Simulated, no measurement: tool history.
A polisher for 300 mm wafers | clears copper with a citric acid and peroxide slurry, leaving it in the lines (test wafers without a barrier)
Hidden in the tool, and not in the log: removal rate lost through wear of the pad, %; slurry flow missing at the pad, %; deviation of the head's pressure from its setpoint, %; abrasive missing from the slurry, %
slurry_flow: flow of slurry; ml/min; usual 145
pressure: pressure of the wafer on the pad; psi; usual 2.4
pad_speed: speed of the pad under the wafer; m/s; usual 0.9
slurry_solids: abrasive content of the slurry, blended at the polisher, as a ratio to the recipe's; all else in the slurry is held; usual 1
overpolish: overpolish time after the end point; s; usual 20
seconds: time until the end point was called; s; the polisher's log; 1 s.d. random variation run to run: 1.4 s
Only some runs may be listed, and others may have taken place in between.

| run | hour | slurry_flow | pressure | pad_speed | slurry_solids | overpolish | wafers since the last listed run | wafers polished on this pad | hours since the slurry nozzle was cleaned | hours since the head pressure was calibrated | hours since the slurry blender was calibrated | incoming thickness of the incoming film, nm | seconds |
|---|---|---|---|---|---|---|---|---|---|---|---|---|---|
| 1 | 0 | 145 | 2.4 | 0.9 | 1 | 16 | 0 | 83 | 190.2 | 885 | 341.3 | 221.6 | 132.7 |
| 2 | 11.5 | 145 | 2.4 | 0.9 | 1 | 20 | 54 | 138 | 201.7 | 896.5 | 352.8 | 217 | 127.7 |
| 3 | 51.3 | 145 | 2.4 | 0.9 | 1 | 20 | 189 | 327 | 241.5 | 936.3 | 392.6 | 222.8 | 134.1 |
| 4 | 57.8 | 145 | 2.4 | 0.9 | 1 | 20 | 30 | 358 | 248 | 942.8 | 399.1 | 219.7 | 129.1 |
| 5 | 71.1 | 145 | 2.4 | 0.9 | 1 | 20 | 63 | 421 | 261.3 | 956.1 | 412.4 | 218.9 | 133.2 |
| 6 | 80.7 | 145 | 2.4 | 0.9 | 1 | 20 | 45 | 467 | 270.9 | 965.7 | 422 | 221.7 | 134.1 |
| 7 | 88.3 | 145 | 2.4 | 0.9 | 1 | 20 | 36 | 503 | 278.5 | 973.3 | 429.6 | 218.5 | 131.1 |
| 8 | 99.9 | 145 | 2.4 | 0.9 | 1 | 20 | 55 | 558 | 290.1 | 984.9 | 441.2 | 219.9 | 135.3 |
|  | 108.9 | head pressure recalibrated |
| 9 | 114.8 | 110 | 2.4 | 0.9 | 0.9 | 20 | 61 | 620 | 305 | 5.9 | 456.1 | 219.9 | 139.4 |
| 10 | 132.4 | 145 | 2.4 | 0.9 | 1 | 20 | 83 | 703 | 322.6 | 23.5 | 473.7 | 220.4 | 135.2 |
| 11 | 143.5 | 145 | 2.4 | 0.9 | 1 | 20 | 52 | 756 | 333.7 | 34.6 | 484.8 | 220.8 | 135.7 |
| 12 | 150.2 | 145 | 2.4 | 0.9 | 1 | 20 | 31 | 788 | 340.4 | 41.3 | 491.5 | 219.3 | 135.8 |
| 13 | 161.2 | 105 | 2.1 | 0.66 | 1 | 25 | 52 | 840 | 351.4 | 52.3 | 502.5 | 223.3 | 220.7 |
|  | 177.7 | slurry blender recalibrated |
| 14 | 178.2 | 145 | 2.8 | 0.9 | 1 | 20 | 71 | 912 | 368.4 | 69.3 | 0.5 | 220.4 | 109.4 |
|  | 179.5 | slurry nozzle cleaned |
|  | 187.8 | worn pad replaced by a new one |
| 15 | 194.1 | 165 | 2.4 | 0.78 | 1 | 20 | 51 | 29 | 14.6 | 85.2 | 16.4 | 220.5 | 145.7 |
| 16 | 203 | 175 | 2.9 | 1 | 1 | 20 | 42 | 72 | 23.5 | 94.1 | 25.3 | 221.7 | 95.8 |
| 17 | 213.8 | 145 | 2.1 | 0.9 | 1 | 23 | 51 | 123 | 34.3 | 104.9 | 36.1 | 217.6 | 144.8 |
| 18 | 230.6 | 145 | 2.4 | 1 | 1 | 23 | 79 | 203 | 51.1 | 121.7 | 52.9 | 217.7 | 114.4 |
| 19 | 244 | 145 | 2.4 | 0.9 | 1 | 20 | 63 | 267 | 64.5 | 135.1 | 66.3 | 219.2 | 128.3 |
| 20 | 257 | 130 | 2.8 | 0.74 | 1.1 | 20 | 61 | 329 | 77.5 | 148.1 | 79.3 | 216.8 | 129.7 |

For each entry between runs, how does the tool's hidden state at the last listed run before it compare with that at the first listed run after it?
After run 8, before run 9: head pressure recalibrated (hour 108.9)
  abrasive missing from the slurry, %: 29.6 -> 31.7
  the result without the hidden state subtracted from the measured one, seconds: +7.8 -> +8.6 s
After run 13, before run 14: slurry blender recalibrated (hour 177.7)
  abrasive missing from the slurry, %: 38.4 -> 3.68
  the result without the hidden state subtracted from the measured one, seconds: +17.1 -> +0.7 s
After run 14, before run 15: slurry nozzle cleaned (hour 179.5); worn pad replaced by a new one (hour 187.8)
  abrasive missing from the slurry, %: 3.68 -> 3.72
  the result without the hidden state subtracted from the measured one, seconds: +0.7 -> +1 s
